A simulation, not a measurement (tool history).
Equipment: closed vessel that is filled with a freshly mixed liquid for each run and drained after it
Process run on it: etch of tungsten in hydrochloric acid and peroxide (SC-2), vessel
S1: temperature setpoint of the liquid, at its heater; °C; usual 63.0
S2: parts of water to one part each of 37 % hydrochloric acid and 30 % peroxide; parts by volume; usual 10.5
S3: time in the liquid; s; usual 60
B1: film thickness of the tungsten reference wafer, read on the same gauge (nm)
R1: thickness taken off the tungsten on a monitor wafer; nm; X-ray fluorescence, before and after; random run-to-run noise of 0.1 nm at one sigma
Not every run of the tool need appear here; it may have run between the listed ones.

{"run": 1, "hour": 0.0, "S1": 55.5, "S2": 13.0, "S3": 60, "B1": 147.97, "R1": 7.94}
{"run": 2, "hour": 20.4, "S1": 56.0, "S2": 10.5, "S3": 60, "B1": 147.82, "R1": 9.97}
{"run": 3, "hour": 38.4, "S1": 63.0, "S2": 10.5, "S3": 60, "B1": 147.71, "R1": 15.39}
{"run": 4, "hour": 65.6, "S1": 63.0, "S2": 10.5, "S3": 60, "B1": 147.55, "R1": 15.31}
{"run": 5, "hour": 77.8, "S1": 63.0, "S2": 10.5, "S3": 60, "B1": 147.48, "R1": 15.26}
{"run": 6, "hour": 92.4, "S1": 66.0, "S2": 10.5, "S3": 75, "B1": 147.37, "R1": 23.13}
{"run": 7, "hour": 112.1, "S1": 66.0, "S2": 10.5, "S3": 75, "B1": 147.23, "R1": 23.03}
{"run": 8, "hour": 140.5, "S1": 66.0, "S2": 10.5, "S3": 75, "B1": 147.06, "R1": 22.8}
{"run": 9, "hour": 172.2, "S1": 63.0, "S2": 10.5, "S3": 85, "B1": 146.89, "R1": 21.44}
{"run": 10, "hour": 185.9, "S1": 63.0, "S2": 10.5, "S3": 85, "B1": 146.78, "R1": 21.64}
{"hour": 189.7, "done": "thermometer replaced"}
{"run": 11, "hour": 209.2, "S1": 63.0, "S2": 10.5, "S3": 85, "B1": 146.72, "R1": 21.44}
{"run": 12, "hour": 223.4, "S1": 63.0, "S2": 10.5, "S3": 60, "B1": 146.54, "R1": 15.31}
{"hour": 228.6, "done": "new drum of peroxide connected"}
{"hour": 229.7, "done": "gauge calibrated"}
{"run": 13, "hour": 244.0, "S1": 63.0, "S2": 10.5, "S3": 60, "B1": 149.65, "R1": 15.67}
{"run": 14, "hour": 268.3, "S1": 66.0, "S2": 10.5, "S3": 75, "B1": 149.49, "R1": 23.3}
{"run": 15, "hour": 292.1, "S1": 63.0, "S2": 7.5, "S3": 50, "B1": 149.32, "R1": 16.9}
{"run": 16, "hour": 314.0, "S1": 63.0, "S2": 10.5, "S3": 80, "B1": 149.21, "R1": 20.65}
{"run": 17, "hour": 334.6, "S1": 63.0, "S2": 10.5, "S3": 60, "B1": 149.14, "R1": 15.62}
{"hour": 350.8, "done": "chemicals flow meter replaced"}
{"run": 18, "hour": 367.1, "S1": 55.5, "S2": 10.5, "S3": 90, "B1": 148.9, "R1": 14.37}
{"run": 19, "hour": 386.8, "S1": 63.0, "S2": 10.5, "S3": 60, "B1": 148.8, "R1": 15.34}
{"run": 20, "hour": 413.3, "S1": 63.0, "S2": 7.0, "S3": 60, "B1": 148.63, "R1": 21.37}
{"run": 21, "hour": 434.6, "S1": 67.0, "S2": 10.5, "S3": 60, "B1": 148.46, "R1": 19.66}
{"run": 22, "hour": 458.7, "S1": 63.0, "S2": 8.5, "S3": 90, "B1": 148.33, "R1": 27.71}
{"run": 23, "hour": 518.6, "S1": 72.0, "S2": 6.0, "S3": 85, "B1": 148.0, "R1": 59.04}
{"run": 24, "hour": 535.3, "S1": 63.0, "S2": 10.5, "S3": 90, "B1": 147.89, "R1": 23.06}
{"run": 25, "hour": 557.2, "S1": 63.0, "S2": 12.5, "S3": 60, "B1": 147.78, "R1": 13.15}
{"run": 26, "hour": 578.2, "S1": 60.5, "S2": 10.5, "S3": 70, "B1": 147.64, "R1": 15.27}

3 options for the next run, each taken on its own from the tool as it stands now. Forecast them:
{"run": "A", "hour": 578.9, "S1": 63.0, "S2": 10.5, "S3": 60, "B1": "?", "R1": "?"}
{"run": "B", "hour": 578.9, "S1": 59.5, "S2": 9.0, "S3": 75, "B1": "?", "R1": "?"}
{"run": "C", "hour": 578.9, "S1": 59.5, "S2": 12.5, "S3": 50, "B1": "?", "R1": "?"}

run=A B1=147.66 R1=15.24
run=B B1=147.66 R1=17.41
run=C B1=147.66 R1=8.81
The same runs, with their run-to-run variation unchanged, on a tool lacking any hidden condition would have given:
run=A R1=15.49
run=B R1=17.69
run=C R1=8.95

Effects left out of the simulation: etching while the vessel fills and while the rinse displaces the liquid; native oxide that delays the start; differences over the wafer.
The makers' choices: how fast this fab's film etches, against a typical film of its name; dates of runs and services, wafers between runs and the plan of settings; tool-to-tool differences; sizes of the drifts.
